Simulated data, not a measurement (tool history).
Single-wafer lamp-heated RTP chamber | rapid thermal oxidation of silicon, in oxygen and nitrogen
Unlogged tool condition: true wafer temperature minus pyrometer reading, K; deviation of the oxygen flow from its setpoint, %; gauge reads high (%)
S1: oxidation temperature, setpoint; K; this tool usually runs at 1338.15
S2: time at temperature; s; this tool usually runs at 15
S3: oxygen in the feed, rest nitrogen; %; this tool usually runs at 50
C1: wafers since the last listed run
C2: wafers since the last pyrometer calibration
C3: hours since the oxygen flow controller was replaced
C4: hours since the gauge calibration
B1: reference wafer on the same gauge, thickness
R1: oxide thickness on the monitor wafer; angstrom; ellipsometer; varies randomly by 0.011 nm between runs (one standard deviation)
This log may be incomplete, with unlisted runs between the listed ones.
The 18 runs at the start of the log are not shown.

run	hour	S1	S2	S3	C1	C2	C3	C4	B1	R1
19	456.1	1316.15	15	23	304	714	3281.2	153.2	3.359	27.82
# hour 470.2: oxygen flow controller replaced
20	470.5	1338.15	18	20	57	772	0.3	167.6	3.36	31.78
21	499.3	1363.15	8	58	260	1032	29.1	196.4	3.36	38.06
22	522.2	1349.15	9	79	206	1239	52	219.3	3.36	40.4
23	546	1338.15	15	50	215	1454	75.8	243.1	3.359	39.35
24	578.1	1338.15	15	50	290	1744	107.9	275.2	3.362	39.2
25	610.5	1338.15	15	39	292	2037	140.3	307.6	3.362	36.48
26	625.1	1338.15	15	50	131	2168	154.9	322.2	3.358	39.49
27	649.9	1328.15	15	50	224	2393	179.7	347	3.359	36.85
28	665	1338.15	15	66	136	2529	194.8	362.1	3.361	43.26
29	682	1320.15	15	33	153	2683	211.8	379.1	3.362	31.26
30	714.6	1338.15	15	50	294	2977	244.4	411.7	3.362	39.62
31	727.1	1352.15	12	25	112	3090	256.9	424.2	3.359	31.74

3 options for the next run, each taken on its own from the tool as it stands now. Forecast them:
A	727.5	1338.15	15	24	3	3094	257.3	424.6	?	?
B	727.5	1314.15	22	72	3	3094	257.3	424.6	?	?
C	727.5	1352.15	10	69	3	3094	257.3	424.6	?	?

run	B1	R1
A	3.361	31.49
B	3.361	44.24
C	3.361	41.1
The same runs, with their run-to-run variation unchanged, on a tool lacking any hidden condition would have given:
run	R1
A	31.12
B	43.59
C	40.53

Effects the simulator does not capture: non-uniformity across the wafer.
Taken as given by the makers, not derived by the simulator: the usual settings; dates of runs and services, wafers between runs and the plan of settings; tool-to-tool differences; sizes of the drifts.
